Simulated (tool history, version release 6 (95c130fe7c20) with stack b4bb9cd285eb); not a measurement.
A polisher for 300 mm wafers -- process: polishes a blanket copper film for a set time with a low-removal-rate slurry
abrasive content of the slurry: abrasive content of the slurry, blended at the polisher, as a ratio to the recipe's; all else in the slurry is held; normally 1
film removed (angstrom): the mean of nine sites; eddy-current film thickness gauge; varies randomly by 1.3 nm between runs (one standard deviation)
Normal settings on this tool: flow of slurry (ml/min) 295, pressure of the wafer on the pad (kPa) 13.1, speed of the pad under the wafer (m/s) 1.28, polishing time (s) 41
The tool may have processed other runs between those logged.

run,day,flow of slurry (ml/min),pressure of the wafer on the pad (kPa),speed of the pad under the wafer (m/s),abrasive content of the slurry,polishing time (s),wafers since the last listed run,wafers polished on this pad,hours since the slurry nozzle was cleaned,hours since the head pressure was calibrated,hours since the slurry blender was calibrated,"incoming thickness of the incoming film, nm",film removed (angstrom)
1,0,295,13.1,1.28,1,41,0,7218,614.9,661,42.7,714.6,1158
# day 3.554: slurry nozzle cleaned
2,4.329,295,13.1,1.28,1,41,1955,9174,18.6,764.9,146.6,736.1,1144
3,6.125,295,13.1,1.28,1,41,819,9993,61.7,808,189.7,717.7,1139
# day 8.25: worn pad replaced by a new one
4,8.483,295,13.1,1.28,1,41,999,106,118.3,864.6,246.3,724,1142
5,12.112,295,13.1,1.28,1,41,1655,1761,205.4,951.7,333.4,704.1,1117
# day 13.275: head pressure recalibrated
6,16.021,230,13.1,1.28,1,41,1744,3506,299.2,65.9,427.2,711.6,1090
7,19.75,230,13.1,1.28,1,41,1700,5207,388.7,155.4,516.7,711,1088
8,22.029,295,11,1.28,1,46,1039,6246,443.4,210.1,571.4,716.3,1000
# day 24.962: slurry blender recalibrated
9,25.692,295,11,1.28,1,46,1632,7879,531.3,298,17.5,721.7,1097
10,30.021,295,13.1,1.28,1,47,1974,9853,635.2,401.9,121.4,715.2,1287
# day 32.908: slurry nozzle cleaned
11,33.242,345,11,0.94,0.75,41,1450,11303,8,479.2,198.7,725.4,723
12,35.217,230,14.5,1.28,0.8,41,900,12204,55.4,526.6,246.1,726.8,1165
# day 38.429: worn pad replaced by a new one
13,39.075,295,13.1,1.28,1.15,41,1683,294,148,619.2,338.7,722.7,1154
14,42.258,390,13.1,1.06,1,34,1451,1746,224.4,695.6,415.1,714.8,819
15,46.358,295,13.1,1.28,1,41,1870,3616,322.8,794,513.5,727.3,1077
16,48.767,295,14.5,1.28,1,41,1098,4714,380.6,851.8,571.3,722.1,1184
17,50.971,295,13.1,1.66,1,41,1005,5720,433.5,904.7,624.2,729.1,1340
# day 51.488: head pressure recalibrated
# day 54.358: slurry blender recalibrated
18,55.296,295,13.1,1.28,1,41,1896,7616,537.3,91.4,22.5,721.4,1155
19,59.071,295,13.1,1.14,1,51,1721,9338,627.9,182,113.1,723.5,1280
20,61.429,295,13.1,1.28,1,41,1075,10414,684.5,238.6,169.7,732,1146
# day 63.342: worn pad replaced by a new one
21,65.275,295,13.1,1.46,1.2,45,1678,881,776.8,330.9,262,717.9,1424
# day 65.904: slurry nozzle cleaned
22,67.429,390,13.1,1.5,0.9,36,963,1845,36.6,382.6,313.7,721,1117
23,71.925,195,9,1.28,1,41,2050,3895,144.5,490.5,421.6,722.1,717
24,73.779,295,13.1,1.62,1,50,845,4741,189,535,466.1,720.6,1658
25,77.158,295,13.1,1.28,1,41,1541,6282,270.1,616.1,547.2,718.3,1086
# day 79.662: slurry blender recalibrated
26,80.571,230,16.5,1.72,1.15,41,1518,7801,352,698,21.8,736.3,1861

Expected results for the next run?
27,84.121,295,13.1,1.28,1,41,1619,9420,437.2,783.2,107,732.6,?

film removed (angstrom): 1132
Were there no unlogged condition in the tool, this run, its random variation unchanged, would have produced film removed (angstrom) 1152.

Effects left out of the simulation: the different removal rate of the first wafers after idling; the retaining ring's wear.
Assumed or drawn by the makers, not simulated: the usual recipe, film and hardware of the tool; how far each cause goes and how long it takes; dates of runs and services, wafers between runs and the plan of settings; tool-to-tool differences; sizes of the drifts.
